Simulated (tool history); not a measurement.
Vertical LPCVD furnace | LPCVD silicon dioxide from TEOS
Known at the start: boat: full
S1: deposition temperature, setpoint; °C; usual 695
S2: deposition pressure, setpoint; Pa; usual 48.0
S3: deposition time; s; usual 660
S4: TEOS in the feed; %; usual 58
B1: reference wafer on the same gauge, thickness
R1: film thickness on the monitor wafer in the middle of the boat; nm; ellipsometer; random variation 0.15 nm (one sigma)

{"run": 1, "hour": 0.0, "S1": 703, "S2": 48.0, "S3": 660, "S4": 58, "B1": 57.22, "R1": 82.15}
{"run": 2, "hour": 140.5, "S1": 703, "S2": 48.0, "S3": 660, "S4": 58, "B1": 57.23, "R1": 82.45}
{"run": 3, "hour": 220.3, "S1": 695, "S2": 48.0, "S3": 540, "S4": 58, "B1": 57.21, "R1": 56.04}
{"run": 4, "hour": 262.6, "S1": 695, "S2": 48.0, "S3": 540, "S4": 58, "B1": 57.24, "R1": 55.99}
{"run": 5, "hour": 345.8, "S1": 695, "S2": 48.0, "S3": 660, "S4": 58, "B1": 57.19, "R1": 68.45}
{"run": 6, "hour": 398.9, "S1": 699, "S2": 48.0, "S3": 660, "S4": 58, "B1": 57.29, "R1": 75.14}
{"run": 7, "hour": 472.5, "S1": 695, "S2": 48.0, "S3": 660, "S4": 58, "B1": 57.2, "R1": 68.59}
{"run": 8, "hour": 520.7, "S1": 695, "S2": 48.0, "S3": 660, "S4": 58, "B1": 57.2, "R1": 68.64}
{"run": 9, "hour": 576.4, "S1": 695, "S2": 48.0, "S3": 660, "S4": 58, "B1": 57.19, "R1": 68.73}
{"run": 10, "hour": 656.1, "S1": 695, "S2": 48.0, "S3": 660, "S4": 58, "B1": 57.2, "R1": 68.81}
{"hour": 712.1, "done": "pressure gauge zeroed"}
{"run": 11, "hour": 733.0, "S1": 695, "S2": 48.0, "S3": 660, "S4": 58, "B1": 57.18, "R1": 68.86}
{"hour": 818.0, "done": "TEOS flow controller replaced"}
{"run": 12, "hour": 818.5, "S1": 695, "S2": 48.0, "S3": 540, "S4": 58, "B1": 57.24, "R1": 56.41}
{"run": 13, "hour": 864.0, "S1": 695, "S2": 48.0, "S3": 750, "S4": 58, "B1": 57.17, "R1": 78.35}
{"run": 14, "hour": 961.4, "S1": 684, "S2": 48.0, "S3": 660, "S4": 64, "B1": 57.16, "R1": 55.7}
{"run": 15, "hour": 1008.7, "S1": 695, "S2": 48.0, "S3": 660, "S4": 58, "B1": 57.22, "R1": 68.77}
{"run": 16, "hour": 1080.8, "S1": 684, "S2": 48.0, "S3": 780, "S4": 58, "B1": 57.14, "R1": 62.93}
{"run": 17, "hour": 1129.6, "S1": 690, "S2": 56.7, "S3": 420, "S4": 49, "B1": 57.2, "R1": 38.95}
{"hour": 1214.0, "done": "gauge calibrated"}
{"run": 18, "hour": 1236.4, "S1": 695, "S2": 48.0, "S3": 840, "S4": 58, "B1": 57.21, "R1": 88.33}
{"run": 19, "hour": 1315.2, "S1": 690, "S2": 48.0, "S3": 510, "S4": 54, "B1": 57.16, "R1": 45.86}
{"run": 20, "hour": 1399.3, "S1": 695, "S2": 48.0, "S3": 660, "S4": 51, "B1": 57.24, "R1": 65.17}
{"hour": 1454.1, "done": "thermocouples replaced and temperature profile calibrated"}
{"run": 21, "hour": 1476.9, "S1": 695, "S2": 48.0, "S3": 450, "S4": 58, "B1": 57.15, "R1": 46.42}
{"run": 22, "hour": 1537.7, "S1": 704, "S2": 48.0, "S3": 660, "S4": 46, "B1": 57.22, "R1": 74.55}
{"run": 23, "hour": 1620.6, "S1": 707, "S2": 48.0, "S3": 780, "S4": 58, "B1": 57.15, "R1": 106.15}
{"run": 24, "hour": 1685.7, "S1": 695, "S2": 48.0, "S3": 660, "S4": 48, "B1": 57.2, "R1": 61.77}
{"run": 25, "hour": 1726.0, "S1": 695, "S2": 48.0, "S3": 660, "S4": 58, "B1": 57.23, "R1": 68.14}
{"run": 26, "hour": 1777.2, "S1": 695, "S2": 48.0, "S3": 750, "S4": 66, "B1": 57.27, "R1": 82.44}
{"run": 27, "hour": 1850.8, "S1": 695, "S2": 48.0, "S3": 660, "S4": 64, "B1": 57.21, "R1": 71.62}
{"run": 28, "hour": 1964.2, "S1": 695, "S2": 48.0, "S3": 660, "S4": 58, "B1": 57.21, "R1": 68.08}
{"run": 29, "hour": 2048.1, "S1": 695, "S2": 48.0, "S3": 420, "S4": 63, "B1": 57.16, "R1": 45.2}
{"run": 30, "hour": 2137.1, "S1": 695, "S2": 56.0, "S3": 660, "S4": 62, "B1": 57.18, "R1": 76.22}

Some steps in R1 between neighbouring runs. How much of each would the tool show without its hidden state too (settings, what came in, random variation), and how much is left for the hidden state, with any gauge scatter that isn't in both results?
The hidden state here: true tube temperature minus thermocouple reading, K; true pressure minus gauge reading, mTorr; deviation of the TEOS flow from its setpoint, %; gauge reads high (%).
Run 17 -> 18: S1 690 -> 695, S2 56.7 -> 48.0, S3 420 -> 840, S4 49 -> 58, gauge calibrated. R1 +49.38 nm: hidden state +1.04, all else +48.34.
Run 18 -> 19: S1 695 -> 690, S3 840 -> 510, S4 58 -> 54. R1 -42.47 nm: hidden state -0.78, all else -41.69.
Run 20 -> 21: S3 660 -> 450, S4 51 -> 58, thermocouples replaced and temperature profile calibrated. R1 -18.75 nm: hidden state -1.42, all else -17.33.
Run 23 -> 24: S1 707 -> 695, S3 780 -> 660, S4 58 -> 48. R1 -44.38 nm: hidden state -0.05, all else -44.33.

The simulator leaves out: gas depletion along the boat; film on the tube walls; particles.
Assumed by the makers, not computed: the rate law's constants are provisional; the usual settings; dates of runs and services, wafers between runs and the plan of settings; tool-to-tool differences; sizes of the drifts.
